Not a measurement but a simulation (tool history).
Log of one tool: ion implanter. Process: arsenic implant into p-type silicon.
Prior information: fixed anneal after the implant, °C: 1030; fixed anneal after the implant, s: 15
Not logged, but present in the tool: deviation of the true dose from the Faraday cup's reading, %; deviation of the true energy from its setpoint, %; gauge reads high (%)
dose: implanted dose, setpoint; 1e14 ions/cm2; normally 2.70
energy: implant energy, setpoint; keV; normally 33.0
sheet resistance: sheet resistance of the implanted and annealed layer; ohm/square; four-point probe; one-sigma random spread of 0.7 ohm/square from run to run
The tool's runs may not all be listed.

run   hour  dose  energy  wafers since the last listed run  hours since the last dose calibration  hours since the extraction supply was calibrated  hours since the gauge calibration  read-back reference wafer on the same gauge, sheet resistance  sheet resistance
  1    0.0  2.70    33.0                                 0                                 1178.3                                            4941.8                              118.8                                                         328.90            351.10
  2   12.4  2.70    33.0                               271                                 1190.7                                            4954.2                              131.2                                                         328.61            351.75
  3   27.1  2.70    33.0                               322                                 1205.4                                            4968.9                              145.9                                                         328.95            349.87
  4   46.6  2.70    39.5                               427                                 1224.9                                            4988.4                              165.4                                                         329.10            340.79
  5   54.8  2.70    39.5                               179                                 1233.1                                            4996.6                              173.6                                                         328.90            340.73
  6   70.8  2.70    28.0                               350                                 1249.1                                            5012.6                              189.6                                                         329.16            359.09
  7   79.8  2.70    28.0                               197                                 1258.1                                            5021.6                              198.6                                                         329.03            359.77
  8   90.0  2.70    28.0                               223                                 1268.3                                            5031.8                              208.8                                                         329.07            358.72
  9  106.8  2.70    33.0                               368                                 1285.1                                            5048.6                              225.6                                                         329.10            349.83
 10  114.2  2.70    33.0                               162                                 1292.5                                            5056.0                              233.0                                                         329.07            351.25
 11  130.3  2.10    33.0                               352                                 1308.6                                            5072.1                              249.1                                                         328.75            422.19
 12  144.8  2.10    33.0                               317                                 1323.1                                            5086.6                              263.6                                                         328.96            423.88
 13  155.7  2.10    33.0                               238                                 1334.0                                            5097.5                              274.5                                                         328.93            422.94
     178.6  -- extraction supply calibrated
 14  179.1  3.22    28.5                               337                                 1357.4                                               0.5                              297.9                                                         329.28            315.24
     181.7  -- gauge calibrated
 15  185.9  2.70    33.0                               149                                 1364.2                                               7.3                                4.2                                                         328.90            351.94
 16  195.9  2.49    28.0                               219                                 1374.2                                              17.3                               14.2                                                         328.74            383.31
     209.6  -- Faraday cup replaced and dose calibrated
 17  210.1  2.70    33.0                               135                                    0.5                                              31.5                               28.4                                                         328.74            358.95
 18  221.0  3.31    25.0                               238                                   11.4                                              42.4                               39.3                                                         329.03            320.67
 19  236.7  1.99    27.0                               344                                   27.1                                              58.1                               55.0                                                         328.75            464.19
     251.8  -- Faraday cup replaced and dose calibrated, repeated, since the last time left the tool worse
 20  252.3  2.70    33.0                               166                                    0.5                                              73.7                               70.6                                                         328.78            342.09
 21  265.9  3.46    22.0                               298                                   14.1                                              87.3                               84.2                                                         328.99            300.17
 22  282.0  2.91    38.5                               352                                   30.2                                             103.4                              100.3                                                         328.75            316.25
 23  294.1  3.04    33.0                               265                                   42.3                                             115.5                              112.4                                                         328.98            313.22
 24  317.6  2.70    38.0                               515                                   65.8                                             139.0                              135.9                                                         328.77            335.74
 25  325.2  2.98    24.5                               166                                   73.4                                             146.6                              143.5                                                         329.10            331.25
 26  340.5  2.17    26.5                               335                                   88.7                                             161.9                              158.8                                                         328.74            417.07

A few steps of sheet resistance between consecutive runs. Split each: what settings, incoming material and random variation would produce without the hidden state, and what is left over for the hidden state, along with gauge scatter present in only one of the two compared results (measured, and without hidden state):
Run 16 -> 17: dose 2.49 -> 2.70, energy 28.0 -> 33.0, Faraday cup replaced and dose calibrated. sheet resistance -24.36 ohm/square: hidden state +7.07, all else -31.43.
Run 18 -> 19: dose 3.31 -> 1.99, energy 25.0 -> 27.0. sheet resistance +143.52 ohm/square: hidden state +6.54, all else +136.98.
Run 19 -> 20: dose 1.99 -> 2.70, energy 27.0 -> 33.0, Faraday cup replaced and dose calibrated, repeated, since the last time left the tool worse. sheet resistance -122.10 ohm/square: hidden state -23.11, all else -98.99.

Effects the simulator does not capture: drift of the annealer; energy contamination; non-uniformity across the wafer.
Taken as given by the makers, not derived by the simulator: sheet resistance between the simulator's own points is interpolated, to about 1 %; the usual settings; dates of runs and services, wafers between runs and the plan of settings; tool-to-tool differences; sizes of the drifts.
